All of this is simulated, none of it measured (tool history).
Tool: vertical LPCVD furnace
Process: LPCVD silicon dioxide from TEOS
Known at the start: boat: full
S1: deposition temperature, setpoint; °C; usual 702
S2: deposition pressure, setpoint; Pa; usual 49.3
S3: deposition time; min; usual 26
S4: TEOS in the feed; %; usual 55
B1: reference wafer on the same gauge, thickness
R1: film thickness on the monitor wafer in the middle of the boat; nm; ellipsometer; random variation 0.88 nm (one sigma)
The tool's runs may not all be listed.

run	hour	S1	S2	S3	S4	B1	R1
1	0.0	702	49.3	26	55	205.50	209.14
2	37.1	702	49.3	26	55	206.13	207.68
3	125.6	702	49.3	26	55	205.93	211.39
4	164.4	702	49.3	26	55	205.89	209.48
5	244.2	702	49.3	26	55	205.92	211.26
6	334.7	702	49.3	26	55	205.94	210.38
7	420.9	702	49.3	26	55	206.14	207.34
8	483.0	702	49.3	26	55	205.93	210.15
9	546.5	702	49.3	26	46	205.99	191.68
10	592.8	702	49.3	26	64	205.95	227.16

Forecast run 11:
# hour 643.9: thermocouples replaced and temperature profile calibrated
11	677.2	702	49.3	26	55	?	?

B1: 205.93
R1: 188.00 nm
Without the tool's hidden state the same run would have given R1 186.75 nm.
